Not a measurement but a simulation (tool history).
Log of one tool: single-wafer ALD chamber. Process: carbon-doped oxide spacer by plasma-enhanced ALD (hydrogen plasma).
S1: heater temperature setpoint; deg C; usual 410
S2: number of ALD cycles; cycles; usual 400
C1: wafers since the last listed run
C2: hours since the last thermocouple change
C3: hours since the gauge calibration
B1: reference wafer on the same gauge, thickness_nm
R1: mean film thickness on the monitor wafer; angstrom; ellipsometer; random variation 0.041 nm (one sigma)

run 1 hour=0 | S1=410 S2=443 | C1=0 C2=1541.6 C3=178.7 | B1=17.713 | R1=181.81
run 2 hour=33.8 | S1=410 S2=374 | C1=39 C2=1575.4 C3=212.5 | B1=17.691 | R1=153.57
run 3 hour=48.1 | S1=410 S2=374 | C1=16 C2=1589.7 C3=226.8 | B1=17.713 | R1=154.55
run 4 hour=69 | S1=410 S2=374 | C1=24 C2=1610.6 C3=247.7 | B1=17.708 | R1=155
run 5 hour=89.4 | S1=410 S2=346 | C1=23 C2=1631 C3=268.1 | B1=17.696 | R1=143.22
run 6 hour=119.7 | S1=410 S2=346 | C1=35 C2=1661.3 C3=298.4 | B1=17.693 | R1=143.33
run 7 hour=132.7 | S1=410 S2=400 | C1=15 C2=1674.3 C3=311.4 | B1=17.709 | R1=164.98
run 8 hour=154.7 | S1=399 S2=400 | C1=25 C2=1696.3 C3=333.4 | B1=17.706 | R1=170.22
run 9 hour=171.3 | S1=399 S2=400 | C1=19 C2=1712.9 C3=350 | B1=17.711 | R1=169.52
run 10 hour=202.1 | S1=415 S2=400 | C1=36 C2=1743.7 C3=380.8 | B1=17.681 | R1=163.2
run 11 hour=220.9 | S1=415 S2=400 | C1=22 C2=1762.5 C3=399.6 | B1=17.71 | R1=162.07
run 12 hour=236 | S1=415 S2=400 | C1=17 C2=1777.6 C3=414.7 | B1=17.685 | R1=163.08
run 13 hour=255.2 | S1=410 S2=430 | C1=22 C2=1796.8 C3=433.9 | B1=17.698 | R1=177.51
run 14 hour=274.8 | S1=410 S2=400 | C1=22 C2=1816.4 C3=453.5 | B1=17.712 | R1=164.91
run 15 hour=299.1 | S1=410 S2=400 | C1=28 C2=1840.7 C3=477.8 | B1=17.715 | R1=165.56
run 16 hour=327.4 | S1=410 S2=400 | C1=33 C2=1869 C3=506.1 | B1=17.691 | R1=164.71
run 17 hour=340.9 | S1=410 S2=400 | C1=15 C2=1882.5 C3=519.6 | B1=17.684 | R1=164.84
run 18 hour=354.6 | S1=419 S2=400 | C1=16 C2=1896.2 C3=533.3 | B1=17.672 | R1=160.87
run 19 hour=377.3 | S1=410 S2=364 | C1=26 C2=1918.9 C3=556 | B1=17.704 | R1=150.24
run 20 hour=402.3 | S1=410 S2=452 | C1=29 C2=1943.9 C3=581 | B1=17.709 | R1=186.48
run 21 hour=435.3 | S1=424 S2=400 | C1=38 C2=1976.9 C3=614 | B1=17.717 | R1=159.04
-- hour=435.9 gauge calibrated
run 22 hour=454.6 | S1=410 S2=329 | C1=22 C2=1996.2 C3=18.7 | B1=17.692 | R1=135.9
run 23 hour=471.9 | S1=410 S2=346 | C1=20 C2=2013.5 C3=36 | B1=17.703 | R1=142.69
-- hour=491.6 thermocouple changed; heater temperature recalibrated
run 24 hour=492.1 | S1=405 S2=441 | C1=14 C2=0.5 C3=56.2 | B1=17.691 | R1=184.05
run 25 hour=514.5 | S1=415 S2=400 | C1=26 C2=22.9 C3=78.6 | B1=17.708 | R1=162.91
run 26 hour=534.4 | S1=424 S2=400 | C1=23 C2=42.8 C3=98.5 | B1=17.699 | R1=159.34
run 27 hour=565 | S1=422 S2=359 | C1=35 C2=73.4 C3=129.1 | B1=17.677 | R1=142.9
run 28 hour=578.9 | S1=399 S2=400 | C1=16 C2=87.3 C3=143 | B1=17.715 | R1=169.37
run 29 hour=596.5 | S1=410 S2=371 | C1=20 C2=104.9 C3=160.6 | B1=17.71 | R1=153.08
run 30 hour=619.3 | S1=410 S2=345 | C1=26 C2=127.7 C3=183.4 | B1=17.699 | R1=142.02
run 31 hour=632.4 | S1=410 S2=400 | C1=15 C2=140.8 C3=196.5 | B1=17.712 | R1=165.41
run 32 hour=652.3 | S1=414 S2=437 | C1=23 C2=160.7 C3=216.4 | B1=17.704 | R1=178.36
run 33 hour=668 | S1=398 S2=474 | C1=18 C2=176.4 C3=232.1 | B1=17.691 | R1=200.86

Forecast each of these 5 alternatives for the next run:
run A hour=669 | S1=410 S2=400 | C1=1 C2=177.4 C3=233.1 | B1=? | R1=?
run B hour=669 | S1=410 S2=380 | C1=1 C2=177.4 C3=233.1 | B1=? | R1=?
run C hour=669 | S1=399 S2=362 | C1=1 C2=177.4 C3=233.1 | B1=? | R1=?
run D hour=669 | S1=403 S2=344 | C1=1 C2=177.4 C3=233.1 | B1=? | R1=?
run E hour=669 | S1=414 S2=400 | C1=1 C2=177.4 C3=233.1 | B1=? | R1=?

run=A B1=17.706 R1=165.27
run=B B1=17.706 R1=157
run=C B1=17.706 R1=154.05
run=D B1=17.706 R1=144.84
run=E B1=17.706 R1=163.47
Without the tool's hidden state the same runs would have given:
run=A R1=165.27
run=B R1=157
run=C R1=154.05
run=D R1=144.84
run=E R1=163.47
